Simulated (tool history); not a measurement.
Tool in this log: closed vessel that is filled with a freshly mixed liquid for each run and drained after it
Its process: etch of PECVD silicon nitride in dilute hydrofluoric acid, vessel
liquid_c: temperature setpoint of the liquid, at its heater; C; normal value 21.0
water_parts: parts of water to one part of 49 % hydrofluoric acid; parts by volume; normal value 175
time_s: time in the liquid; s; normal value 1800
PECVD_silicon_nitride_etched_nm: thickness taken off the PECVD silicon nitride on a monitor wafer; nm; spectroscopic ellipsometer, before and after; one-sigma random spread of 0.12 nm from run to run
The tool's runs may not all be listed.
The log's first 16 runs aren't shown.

run   hour  liquid_c  water_parts  time_s  wafers since the last listed run  hours since the thermometer was replaced  hours since the hydrofluoric acid flow meter was replaced  hours since the gauge calibration  read-back film thickness of the PECVD silicon nitride reference wafer, read on the same gauge (nm)  PECVD_silicon_nitride_etched_nm
 17  523.6      23.5          105    2740                              1939                                     673.1                                                       98.5                              530.5                                                                                               79.99                            58.90
 18  551.0      21.0          175    1800                              1505                                     700.5                                                      125.9                              557.9                                                                                               79.95                            19.83
 19  583.2      21.0          175    1395                              1768                                     732.7                                                      158.1                              590.1                                                                                               80.00                            15.58
     598.4  -- gauge calibrated
 20  605.8      17.5          250    1800                              1241                                     755.3                                                      180.7                                7.4                                                                                               79.99                            11.21
 21  656.4      23.5          140    1800                              2779                                     805.9                                                      231.3                               58.0                                                                                               79.98                            28.90
 22  671.5      17.0          200     975                               829                                     821.0                                                      246.4                               73.1                                                                                               79.96                             7.19
     684.0  -- thermometer replaced
 23  697.0      21.0          175    1800                              1345                                      13.0                                                      271.9                               98.6                                                                                               80.02                            20.68
 24  725.9      21.0          175    1800                              1587                                      41.9                                                      300.8                              127.5                                                                                               79.98                            20.52
 25  758.4      23.0          175    1320                              1785                                      74.4                                                      333.3                              160.0                                                                                               80.00                            17.17
     785.8  -- hydrofluoric acid flow meter replaced
 26  788.2      21.0          245    2355                              1582                                     104.2                                                        2.4                              189.8                                                                                               80.04                            19.10
 27  817.6      21.0          175    1800                              1615                                     133.6                                                       31.8                              219.2                                                                                               79.95                            20.30
 28  831.2      25.5          140    2880                               747                                     147.2                                                       45.4                              232.8                                                                                               80.05                            54.25
 29  866.0      21.0          175    2610                              1911                                     182.0                                                       80.2                              267.6                                                                                               79.96                            29.32
 30  890.6      25.0          175    1800                              1351                                     206.6                                                      104.8                              292.2                                                                                               79.98                            26.62
 31  919.0      21.0          175    1800                              1560                                     235.0                                                      133.2                              320.6                                                                                               80.01                            20.49
 32  942.8      23.0          255    2295                              1307                                     258.8                                                      157.0                              344.4                                                                                               80.01                            20.34
 33  978.7      21.0          175    1800                              1972                                     294.7                                                      192.9                              380.3                                                                                               79.99                            20.25

Predict each of these 3 candidate next runs independently; none follows another, all start after run 33:
  A  979.9      21.0          175    1800                                65                                     295.9                                                      194.1                              381.5                                                                                                   ?                                ?
  B  979.9      17.0          150    1800                                65                                     295.9                                                      194.1                              381.5                                                                                                   ?                                ?
  C  979.9      21.0          130     740                                65                                     295.9                                                      194.1                              381.5                                                                                                   ?                                ?

run  read-back film thickness of the PECVD silicon nitride reference wafer, read on the same gauge (nm)  PECVD_silicon_nitride_etched_nm
  A                                                                                               80.01                            20.40
  B                                                                                               80.01                            18.10
  C                                                                                               80.01                            11.21
The same runs, with their run-to-run variation unchanged, on a tool lacking any hidden condition would have given:
run  PECVD_silicon_nitride_etched_nm
  A                            20.73
  B                            18.41
  C                            11.40
